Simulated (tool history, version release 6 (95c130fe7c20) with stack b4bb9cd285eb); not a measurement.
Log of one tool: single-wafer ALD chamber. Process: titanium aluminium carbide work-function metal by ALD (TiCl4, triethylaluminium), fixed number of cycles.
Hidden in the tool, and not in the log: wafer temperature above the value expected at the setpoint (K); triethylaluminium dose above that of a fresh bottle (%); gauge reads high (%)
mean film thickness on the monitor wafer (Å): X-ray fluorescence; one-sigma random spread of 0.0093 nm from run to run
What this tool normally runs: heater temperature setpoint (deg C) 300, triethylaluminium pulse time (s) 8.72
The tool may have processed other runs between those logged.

run	day	heater temperature setpoint (deg C)	triethylaluminium pulse time (s)	wafers since the last listed run	hours since the last thermocouple change	hours since the last triethylaluminium bottle change	hours since the showerhead was replaced	hours since the gauge calibration	read-back reference wafer on the same gauge, thickness_nm	mean film thickness on the monitor wafer (Å)
1	0	306	8.72	0	1855.8	273.6	3471.3	433.5	1.639	20.23
2	2.788	300	8.72	1113	1922.7	340.5	3538.2	500.4	1.641	19.97
3	3.938	300	8.72	459	1950.3	368.1	3565.8	528	1.639	19.64
4	6.592	300	8.72	1059	2014	431.8	3629.5	591.7	1.64	19.88
5	9.229	300	8.72	1053	2077.3	495.1	3692.8	655	1.64	19.81
6	12.029	300	8.72	1117	2144.5	562.3	3760	722.2	1.64	19.81
# day 13.167: gauge calibrated
# day 13.825: thermocouple changed; heater temperature recalibrated
7	14.183	300	8.72	727	8.6	614	3811.7	24.4	1.64	19.93
# day 15.554: showerhead replaced
8	16.488	300	8.72	786	63.9	669.3	22.4	79.7	1.639	19.87
9	17.721	300	8.72	492	93.5	698.9	52	109.3	1.642	20.01
10	20.092	300	8.72	946	150.4	755.8	108.9	166.2	1.64	19.87
11	21.733	300	11.03	655	189.8	795.2	148.3	205.6	1.639	20.28
12	24.458	300	7.56	1088	255.2	860.6	213.7	271	1.64	19.68
# day 25.446: triethylaluminium bottle replaced
13	26.554	300	8.72	703	305.5	26.6	264	321.3	1.639	19.8
14	29	287	8.72	976	364.2	85.3	322.7	380	1.641	18.75
15	30.988	289	10.01	793	411.9	133	370.4	427.7	1.64	19.16
16	33.683	300	8.72	1076	476.6	197.7	435.1	492.4	1.641	20
17	36.304	313	5.77	1046	539.5	260.6	498	555.3	1.64	19.83
18	38.888	300	6.49	1031	601.5	322.6	560	617.3	1.64	19.35
19	41.733	295	6.34	1136	669.8	390.9	628.3	685.6	1.641	18.68
20	43.146	310	6.79	563	703.7	424.8	662.2	719.5	1.641	19.95

Below are 4 alternative next runs, each starting from the tool's condition after run 20. Predict each:
A	43.162	300	6.94	6	704.1	425.2	662.6	719.9	?	?
B	43.162	310	8.72	6	704.1	425.2	662.6	719.9	?	?
C	43.162	286	10.02	6	704.1	425.2	662.6	719.9	?	?
D	43.162	292	10.09	6	704.1	425.2	662.6	719.9	?	?

run	read-back reference wafer on the same gauge, thickness_nm	mean film thickness on the monitor wafer (Å)
A	1.64	19.54
B	1.64	20.8
C	1.64	19.2
D	1.64	19.68
Take away the tool's hidden state, keep each run's random variation, and the runs would have read:
run	mean film thickness on the monitor wafer (Å)
A	19.54
B	20.8
C	19.2
D	19.68
